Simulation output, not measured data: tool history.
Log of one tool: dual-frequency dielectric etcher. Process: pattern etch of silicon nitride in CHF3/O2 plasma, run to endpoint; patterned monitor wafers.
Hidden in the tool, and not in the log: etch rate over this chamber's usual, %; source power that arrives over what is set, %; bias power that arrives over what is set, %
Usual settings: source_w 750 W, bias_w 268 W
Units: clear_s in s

run,hour,source_w,bias_w,wafers since the last listed run,hours since the last wet clean,hours since the last source power generator calibration,hours since the last bias power generator calibration,hours since the last upper electrode change,"incoming incoming film thickness, nm",clear_s
1,0.0,750,268,0,470.0,1510.2,2970.3,2766.1,54.3,31.1
2,57.5,750,268,918,527.5,1567.7,3027.8,2823.6,54.2,31.4
3,105.9,750,268,773,575.9,1616.1,3076.2,2872.0,54.0,31.6
# hour 157.7: wet clean of the chamber
4,158.2,810,268,452,0.5,1668.4,3128.5,2924.3,53.6,29.0
5,300.2,750,230,2268,142.5,1810.4,3270.5,3066.3,54.3,32.0
6,344.1,620,268,701,186.4,1854.3,3314.4,3110.2,53.8,34.0
7,370.8,750,268,426,213.1,1881.0,3341.1,3136.9,53.7,30.6
8,412.1,750,268,659,254.4,1922.3,3382.4,3178.2,54.3,31.1
# hour 479.3: bias power generator calibrated
# hour 494.4: upper electrode replaced
9,494.9,750,268,1018,337.2,2005.1,15.6,0.5,53.7,31.3
10,534.1,750,268,626,376.4,2044.3,54.8,39.7,54.3,31.7
11,575.6,670,268,663,417.9,2085.8,96.3,81.2,53.4,32.5
12,645.4,670,268,1115,487.7,2155.6,166.1,151.0,54.1,33.3
13,715.2,650,251,1115,557.5,2225.4,235.9,220.8,54.7,35.4
14,750.8,890,205,568,593.1,2261.0,271.5,256.4,54.4,32.2
# hour 778.0: source power generator calibrated
# hour 801.5: wet clean of the chamber
15,802.0,830,307,377,0.5,24.0,322.7,307.6,54.2,27.5
16,862.4,750,230,965,60.9,84.4,383.1,368.0,53.5,31.4
17,915.6,750,216,850,114.1,137.6,436.3,421.2,53.3,32.4
18,967.0,600,220,821,165.5,189.0,487.7,472.6,54.0,36.6
19,1031.7,660,225,1033,230.2,253.7,552.4,537.3,53.6,34.0
20,1072.2,750,268,647,270.7,294.2,592.9,577.8,53.8,30.5
21,1140.1,670,268,1084,338.6,362.1,660.8,645.7,53.5,32.8
22,1177.8,680,239,602,376.3,399.8,698.5,683.4,53.9,34.0
23,1212.1,670,268,548,410.6,434.1,732.8,717.7,54.1,32.9
24,1257.0,890,317,717,455.5,479.0,777.7,762.6,53.9,27.4
25,1324.2,570,211,1073,522.7,546.2,844.9,829.8,54.1,38.6
# hour 1392.5: wet clean of the chamber
26,1449.4,660,317,1617,56.9,671.4,970.1,955.0,53.8,30.4
27,1500.9,610,289,822,108.4,722.9,1021.6,1006.5,53.5,32.7
28,1538.5,750,268,600,146.0,760.5,1059.2,1044.1,54.2,30.3
29,1591.5,830,268,846,199.0,813.5,1112.2,1097.1,53.3,28.8
30,1656.7,660,315,1041,264.2,878.7,1177.4,1162.3,53.8,31.1
31,1725.9,660,317,1105,333.4,947.9,1246.6,1231.5,54.7,31.9
32,1772.0,750,268,736,379.5,994.0,1292.7,1277.6,54.3,31.2
33,1816.3,610,321,707,423.8,1038.3,1337.0,1321.9,54.2,32.2
34,1878.9,580,205,1000,486.4,1100.9,1399.6,1384.5,54.1,38.7
35,1949.4,930,297,1126,556.9,1171.4,1470.1,1455.0,53.9,27.2
# hour 2002.5: wet clean of the chamber
36,2003.0,750,268,472,0.5,1225.0,1523.7,1508.6,54.3,30.5

How the hidden state differs across the entries between the runs, from the last listed run before each to the first after it:
Between runs 3 and 4: wet clean of the chamber (hour 157.7)
  etch rate over this chamber's usual, %: -4.25 -> -0.468
  measured less the result without the state, clear_s: +1.4 -> +0.2 s
Between runs 8 and 9: bias power generator calibrated (hour 479.3); upper electrode replaced (hour 494.4)
  etch rate over this chamber's usual, %: -2.67 -> -3.39
  measured less the result without the state, clear_s: +0.8 -> +1.1 s
Between runs 14 and 15: source power generator calibrated (hour 778.0); wet clean of the chamber (hour 801.5)
  etch rate over this chamber's usual, %: -5.62 -> -0.0895
  measured less the result without the state, clear_s: +1.8 -> +0.1 s
Between runs 25 and 26: wet clean of the chamber (hour 1392.5)
  etch rate over this chamber's usual, %: -4.63 -> 0.0632
  measured less the result without the state, clear_s: +1.8 -> -0.1 s
Between runs 35 and 36: wet clean of the chamber (hour 2002.5)
  etch rate over this chamber's usual, %: -4.28 -> -0.0149
  measured less the result without the state, clear_s: +1.1 -> +0.1 s

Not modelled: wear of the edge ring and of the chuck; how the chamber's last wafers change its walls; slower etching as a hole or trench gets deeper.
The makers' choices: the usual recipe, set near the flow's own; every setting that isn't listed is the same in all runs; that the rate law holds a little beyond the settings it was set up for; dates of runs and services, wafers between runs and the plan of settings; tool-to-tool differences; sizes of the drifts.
